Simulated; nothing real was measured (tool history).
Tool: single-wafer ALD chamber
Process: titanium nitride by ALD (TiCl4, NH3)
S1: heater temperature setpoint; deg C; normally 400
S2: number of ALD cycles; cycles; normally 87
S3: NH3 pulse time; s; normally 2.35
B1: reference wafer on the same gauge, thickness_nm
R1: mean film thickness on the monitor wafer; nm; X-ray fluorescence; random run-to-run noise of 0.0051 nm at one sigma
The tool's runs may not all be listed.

run,hour,S1,S2,S3,B1,R1
1,0,389,87,2.35,2.316,1.981
2,88.2,389,87,2.35,2.313,1.987
3,167.6,411,87,2.35,2.312,2.002
4,265.5,411,87,2.35,2.315,2.001
5,373.1,411,87,2.35,2.313,2.003
6,445.3,400,87,2.35,2.312,1.996
7,638.2,400,87,2.35,2.314,2.006
8,728.4,400,87,2.35,2.313,1.998
9,776.6,400,76,2.35,2.312,1.736
10,833.9,400,87,2.35,2.312,2.002
11,915.1,400,87,2.35,2.31,1.995
12,965.9,400,87,2.35,2.311,1.998
13,1061.1,406,87,2.35,2.311,2.006
14,1166,400,92,2.35,2.311,2.109
15,1216,400,92,2.35,2.312,2.115
16,1288.3,400,92,2.35,2.314,2.123
17,1369.6,391,87,3.04,2.313,2
18,1418.4,404,99,1.5,2.312,2.26
# hour 1472.6: gauge calibrated
# hour 1525.8: thermocouple changed; heater temperature recalibrated
19,1727.2,414,80,2.79,2.332,1.86
20,1776.7,400,87,2.35,2.332,2.016
21,1882.7,400,87,2.35,2.33,2.014

The next listed run, before its measurement:
22,1960,400,92,2.35,?,?

B1: 2.326
R1: 2.122 nm
With no hidden state in the tool, this same run would have given R1 2.132 nm.

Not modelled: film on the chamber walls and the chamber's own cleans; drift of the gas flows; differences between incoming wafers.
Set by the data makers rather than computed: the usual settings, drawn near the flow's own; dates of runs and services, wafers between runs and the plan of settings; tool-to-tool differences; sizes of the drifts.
